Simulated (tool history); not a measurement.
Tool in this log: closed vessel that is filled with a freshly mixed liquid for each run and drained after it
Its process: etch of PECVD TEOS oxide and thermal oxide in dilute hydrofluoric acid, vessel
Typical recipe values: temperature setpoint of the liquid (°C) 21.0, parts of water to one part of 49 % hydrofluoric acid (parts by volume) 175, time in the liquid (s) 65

| run | hour | temperature setpoint of the liquid (°C) | parts of water to one part of 49 % hydrofluoric acid (parts by volume) | time in the liquid (s) | wafers since the last listed run | hours since the thermometer was replaced | hours since the hydrofluoric acid flow meter was replaced | hours since the gauge calibration | read-back film thickness of the PECVD TEOS oxide reference wafer, read on the same gauge (nm) | read-back film thickness of the thermal oxide reference wafer, read on the same gauge (nm) | thickness taken off the PECVD TEOS oxide on a monitor wafer (Å) | thickness taken off the thermal oxide on a monitor wafer (Å) |
|---|---|---|---|---|---|---|---|---|---|---|---|---|
| 1 | 0.0 | 21.0 | 175 | 65 | 0 | 1331.2 | 245.2 | 290.1 | 80.030 | 70.005 | 47.46 | 13.07 |
| 2 | 47.5 | 21.0 | 175 | 75 | 4053 | 1378.7 | 292.7 | 337.6 | 79.941 | 70.000 | 54.62 | 13.90 |
| 3 | 91.8 | 21.0 | 175 | 75 | 3780 | 1423.0 | 337.0 | 381.9 | 79.981 | 69.982 | 54.57 | 14.74 |
| 4 | 138.7 | 21.0 | 235 | 35 | 4002 | 1469.9 | 383.9 | 428.8 | 79.987 | 70.019 | 17.90 | 4.78 |
| 5 | 188.4 | 21.0 | 175 | 65 | 4241 | 1519.6 | 433.6 | 478.5 | 80.045 | 70.012 | 47.11 | 11.72 |
| 6 | 250.3 | 21.0 | 175 | 65 | 5282 | 1581.5 | 495.5 | 540.4 | 79.991 | 70.038 | 46.60 | 11.57 |
| 7 | 308.9 | 21.0 | 175 | 65 | 5001 | 1640.1 | 554.1 | 599.0 | 80.024 | 70.004 | 47.44 | 12.16 |
| 8 | 375.0 | 21.0 | 175 | 65 | 5641 | 1706.2 | 620.2 | 665.1 | 79.989 | 69.992 | 47.21 | 12.23 |
| 9 | 432.0 | 21.0 | 175 | 65 | 4864 | 1763.2 | 677.2 | 722.1 | 80.001 | 70.042 | 46.27 | 12.08 |
| 10 | 492.9 | 21.0 | 175 | 65 | 5197 | 1824.1 | 738.1 | 783.0 | 80.025 | 70.005 | 46.81 | 12.09 |
|  | 512.9 | gauge calibrated |
|  | 526.3 | hydrofluoric acid flow meter replaced |
|  | 530.7 | thermometer replaced |
| 11 | 558.6 | 21.0 | 175 | 65 | 5436 | 27.9 | 32.3 | 45.7 | 80.020 | 70.017 | 50.40 | 13.53 |
| 12 | 599.1 | 21.0 | 175 | 75 | 3456 | 68.4 | 72.8 | 86.2 | 80.021 | 69.994 | 57.78 | 15.79 |
| 13 | 666.6 | 21.0 | 175 | 65 | 5760 | 135.9 | 140.3 | 153.7 | 79.986 | 70.008 | 49.53 | 13.74 |
| 14 | 731.6 | 17.0 | 100 | 80 | 5547 | 200.9 | 205.3 | 218.7 | 80.045 | 69.992 | 98.30 | 24.58 |
| 15 | 788.7 | 18.5 | 140 | 65 | 4873 | 258.0 | 262.4 | 275.8 | 80.031 | 70.023 | 57.97 | 15.05 |
| 16 | 844.3 | 21.0 | 175 | 65 | 4745 | 313.6 | 318.0 | 331.4 | 80.004 | 70.068 | 49.60 | 13.64 |
| 17 | 903.6 | 22.5 | 175 | 100 | 5061 | 372.9 | 377.3 | 390.7 | 79.971 | 70.032 | 78.95 | 20.75 |
| 18 | 961.3 | 21.0 | 175 | 65 | 4924 | 430.6 | 435.0 | 448.4 | 79.985 | 70.025 | 49.67 | 12.78 |
| 19 | 992.1 | 22.5 | 175 | 100 | 2628 | 461.4 | 465.8 | 479.2 | 80.040 | 70.010 | 79.62 | 21.86 |
| 20 | 1016.5 | 21.0 | 250 | 105 | 2082 | 485.8 | 490.2 | 503.6 | 79.997 | 70.006 | 51.62 | 13.58 |
| 21 | 1050.0 | 18.5 | 120 | 45 | 2859 | 519.3 | 523.7 | 537.1 | 80.029 | 70.026 | 46.22 | 12.72 |
| 22 | 1087.8 | 22.5 | 175 | 75 | 3226 | 557.1 | 561.5 | 574.9 | 80.033 | 69.965 | 60.05 | 15.80 |
| 23 | 1126.3 | 21.0 | 250 | 65 | 3285 | 595.6 | 600.0 | 613.4 | 80.025 | 70.016 | 31.49 | 8.69 |
| 24 | 1188.4 | 21.0 | 230 | 95 | 5300 | 657.7 | 662.1 | 675.5 | 79.985 | 69.998 | 51.80 | 14.57 |
| 25 | 1214.1 | 21.0 | 245 | 100 | 2193 | 683.4 | 687.8 | 701.2 | 80.023 | 69.977 | 50.31 | 12.81 |
| 26 | 1250.7 | 25.5 | 110 | 50 | 3123 | 720.0 | 724.4 | 737.8 | 79.960 | 69.980 | 76.85 | 19.98 |

Forecast each of these 4 alternatives for the next run:
| A | 1251.4 | 21.0 | 175 | 90 | 59 | 720.7 | 725.1 | 738.5 | ? | ? | ? | ? |
| B | 1251.4 | 23.0 | 175 | 35 | 59 | 720.7 | 725.1 | 738.5 | ? | ? | ? | ? |
| C | 1251.4 | 17.0 | 145 | 50 | 59 | 720.7 | 725.1 | 738.5 | ? | ? | ? | ? |
| D | 1251.4 | 23.0 | 130 | 65 | 59 | 720.7 | 725.1 | 738.5 | ? | ? | ? | ? |

| run | read-back film thickness of the PECVD TEOS oxide reference wafer, read on the same gauge (nm) | read-back film thickness of the thermal oxide reference wafer, read on the same gauge (nm) | thickness taken off the PECVD TEOS oxide on a monitor wafer (Å) | thickness taken off the thermal oxide on a monitor wafer (Å) |
|---|---|---|---|---|
| A | 79.971 | 70.005 | 66.24 | 18.24 |
| B | 79.971 | 70.005 | 27.85 | 7.67 |
| C | 79.971 | 70.005 | 38.89 | 10.71 |
| D | 79.971 | 70.005 | 73.08 | 20.12 |
The same runs, with their run-to-run variation unchanged, on a tool lacking any hidden condition would have given:
| run | thickness taken off the PECVD TEOS oxide on a monitor wafer (Å) | thickness taken off the thermal oxide on a monitor wafer (Å) |
|---|---|---|
| A | 69.94 | 19.26 |
| B | 29.37 | 8.09 |
| C | 41.19 | 11.34 |
| D | 77.19 | 21.25 |

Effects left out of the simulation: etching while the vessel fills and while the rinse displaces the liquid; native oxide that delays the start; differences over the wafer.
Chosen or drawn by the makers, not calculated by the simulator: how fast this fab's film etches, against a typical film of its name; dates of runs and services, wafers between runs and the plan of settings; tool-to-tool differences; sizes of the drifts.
